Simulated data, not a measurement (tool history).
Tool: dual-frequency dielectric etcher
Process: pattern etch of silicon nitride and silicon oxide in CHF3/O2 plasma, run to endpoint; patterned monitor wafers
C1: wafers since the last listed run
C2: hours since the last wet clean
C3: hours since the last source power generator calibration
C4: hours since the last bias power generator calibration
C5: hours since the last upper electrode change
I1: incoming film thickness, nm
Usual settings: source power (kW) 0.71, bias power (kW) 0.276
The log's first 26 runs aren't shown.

Run 27, hour 575.7: usual settings but source power (kW) 0.65, bias power (kW) 0.231; C1 65; C2 50.4; C3 94.4; C4 49.2; C5 42.7; I1 302.7. Result: endpoint time (s) 179.
Run 28, hour 610.1: usual settings; C1 139; C2 84.8; C3 128.8; C4 83.6; C5 77.1; I1 301.8. Result: endpoint time (s) 162.2.
Run 29, hour 638.9: usual settings; C1 116; C2 113.6; C3 157.6; C4 112.4; C5 105.9; I1 303.2. Result: endpoint time (s) 162.8.
Run 30, hour 660.4: usual settings but source power (kW) 0.89; C1 87; C2 135.1; C3 179.1; C4 133.9; C5 127.4; I1 300. Result: endpoint time (s) 145.9.
Run 31, hour 689.1: usual settings; C1 116; C2 163.8; C3 207.8; C4 162.6; C5 156.1; I1 299.2. Result: endpoint time (s) 159.9.
Run 32, hour 713.8: usual settings but source power (kW) 0.58; C1 100; C2 188.5; C3 232.5; C4 187.3; C5 180.8; I1 299.7. Result: endpoint time (s) 175.6.
Run 33, hour 742.2: usual settings but source power (kW) 0.81, bias power (kW) 0.336; C1 115; C2 216.9; C3 260.9; C4 215.7; C5 209.2; I1 306.5. Result: endpoint time (s) 144.5.
Run 34, hour 754.7: usual settings but source power (kW) 0.88, bias power (kW) 0.34; C1 50; C2 229.4; C3 273.4; C4 228.2; C5 221.7; I1 303.7. Result: endpoint time (s) 137.8.
Run 35, hour 787.1: usual settings but source power (kW) 0.81; C1 131; C2 261.8; C3 305.8; C4 260.6; C5 254.1; I1 301.8. Result: endpoint time (s) 151.
Run 36, hour 815.8: usual settings but source power (kW) 0.88, bias power (kW) 0.313; C1 116; C2 290.5; C3 334.5; C4 289.3; C5 282.8; I1 300.7. Result: endpoint time (s) 139.9.

Forecast each of these 3 alternatives for the next run:
Run A, hour 816.3: usual settings but source power (kW) 0.64; C1 2; C2 291; C3 335; C4 289.8; C5 283.3; I1 302.7. Result: endpoint time (s) ?.
Run B, hour 816.3: usual settings but source power (kW) 0.62, bias power (kW) 0.302; C1 2; C2 291; C3 335; C4 289.8; C5 283.3; I1 302.7. Result: endpoint time (s) ?.
Run C, hour 816.3: usual settings but source power (kW) 0.56; C1 2; C2 291; C3 335; C4 289.8; C5 283.3; I1 302.7. Result: endpoint time (s) ?.

run  endpoint time (s)
  A              169.7
  B              167.5
  C              180.9
Without the tool's hidden state the same runs would have given:
run  endpoint time (s)
  A              172.5
  B              170.2
  C              183.9
